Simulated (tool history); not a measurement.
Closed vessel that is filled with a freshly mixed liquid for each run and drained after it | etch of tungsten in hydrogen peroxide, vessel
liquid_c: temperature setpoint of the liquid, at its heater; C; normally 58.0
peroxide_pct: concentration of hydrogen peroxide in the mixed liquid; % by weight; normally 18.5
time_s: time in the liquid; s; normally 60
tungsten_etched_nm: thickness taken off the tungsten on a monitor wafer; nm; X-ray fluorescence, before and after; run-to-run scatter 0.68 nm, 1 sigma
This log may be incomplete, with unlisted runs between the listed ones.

| run | hour | liquid_c | peroxide_pct | time_s | read-back film thickness of the tungsten reference wafer, read on the same gauge (nm) | tungsten_etched_nm |
|---|---|---|---|---|---|---|
| 1 | 0.0 | 58.0 | 18.5 | 50 | 109.64 | 127.14 |
|  | 27.0 | new drum of peroxide connected |
| 2 | 39.8 | 58.0 | 14.5 | 60 | 109.55 | 135.36 |
| 3 | 75.2 | 58.0 | 14.5 | 60 | 109.47 | 135.00 |
| 4 | 102.7 | 58.0 | 14.5 | 60 | 109.40 | 134.82 |
| 5 | 158.8 | 58.0 | 18.5 | 60 | 109.27 | 151.56 |
| 6 | 226.9 | 58.0 | 18.5 | 60 | 109.16 | 152.45 |
| 7 | 279.8 | 58.0 | 18.5 | 60 | 108.99 | 150.30 |
|  | 440.1 | new drum of peroxide connected |
| 8 | 489.8 | 58.0 | 15.5 | 60 | 108.51 | 137.16 |
| 9 | 516.7 | 58.0 | 15.5 | 60 | 108.46 | 138.02 |
| 10 | 570.0 | 55.0 | 18.5 | 60 | 108.31 | 126.01 |
| 11 | 711.7 | 58.0 | 18.5 | 40 | 108.06 | 101.01 |
| 12 | 760.7 | 58.0 | 18.5 | 40 | 107.93 | 99.95 |
| 13 | 797.1 | 58.0 | 18.5 | 40 | 107.83 | 100.18 |
|  | 850.0 | new drum of peroxide connected |
| 14 | 862.6 | 58.0 | 21.0 | 60 | 107.68 | 160.73 |
| 15 | 893.2 | 52.0 | 16.0 | 45 | 107.61 | 73.79 |
| 16 | 933.3 | 58.0 | 17.0 | 60 | 107.53 | 143.60 |
| 17 | 997.5 | 58.0 | 15.0 | 30 | 107.37 | 67.80 |
|  | 1006.6 | peroxide flow meter replaced |
| 18 | 1058.7 | 54.5 | 15.5 | 60 | 107.25 | 110.59 |
| 19 | 1114.5 | 65.5 | 22.5 | 45 | 107.13 | 189.81 |
|  | 1157.5 | gauge calibrated |
| 20 | 1182.5 | 58.0 | 18.5 | 60 | 110.39 | 153.59 |
| 21 | 1214.8 | 58.0 | 18.5 | 30 | 110.34 | 76.87 |
| 22 | 1245.4 | 58.0 | 14.0 | 45 | 110.27 | 100.78 |
|  | 1266.4 | new drum of peroxide connected |
| 23 | 1307.3 | 58.0 | 17.0 | 35 | 110.11 | 86.25 |
|  | 1334.1 | thermometer replaced |
| 24 | 1378.8 | 58.0 | 23.0 | 60 | 110.00 | 171.95 |
| 25 | 1448.1 | 55.0 | 18.5 | 60 | 109.78 | 128.02 |
| 26 | 1512.1 | 58.0 | 18.5 | 60 | 109.67 | 152.57 |
| 27 | 1567.1 | 51.0 | 13.0 | 80 | 109.54 | 112.15 |
|  | 1620.7 | new drum of peroxide connected |
| 28 | 1637.4 | 58.0 | 18.5 | 60 | 109.40 | 152.71 |
| 29 | 1699.6 | 48.0 | 18.5 | 60 | 109.24 | 84.05 |

Forecast each of these 5 alternatives for the next run:
| A | 1700.3 | 58.0 | 16.0 | 60 | ? | ? |
| B | 1700.3 | 50.0 | 20.0 | 70 | ? | ? |
| C | 1700.3 | 58.0 | 21.5 | 60 | ? | ? |
| D | 1700.3 | 51.0 | 20.5 | 60 | ? | ? |
| E | 1700.3 | 58.0 | 22.0 | 35 | ? | ? |

| run | read-back film thickness of the tungsten reference wafer, read on the same gauge (nm) | tungsten_etched_nm |
|---|---|---|
| A | 109.22 | 141.81 |
| B | 109.22 | 114.78 |
| C | 109.22 | 164.38 |
| D | 109.22 | 105.87 |
| E | 109.22 | 97.00 |
What these runs would have given with no unlogged condition in the tool:
| run | tungsten_etched_nm |
|---|---|
| A | 142.79 |
| B | 115.58 |
| C | 165.52 |
| D | 106.60 |
| E | 97.67 |

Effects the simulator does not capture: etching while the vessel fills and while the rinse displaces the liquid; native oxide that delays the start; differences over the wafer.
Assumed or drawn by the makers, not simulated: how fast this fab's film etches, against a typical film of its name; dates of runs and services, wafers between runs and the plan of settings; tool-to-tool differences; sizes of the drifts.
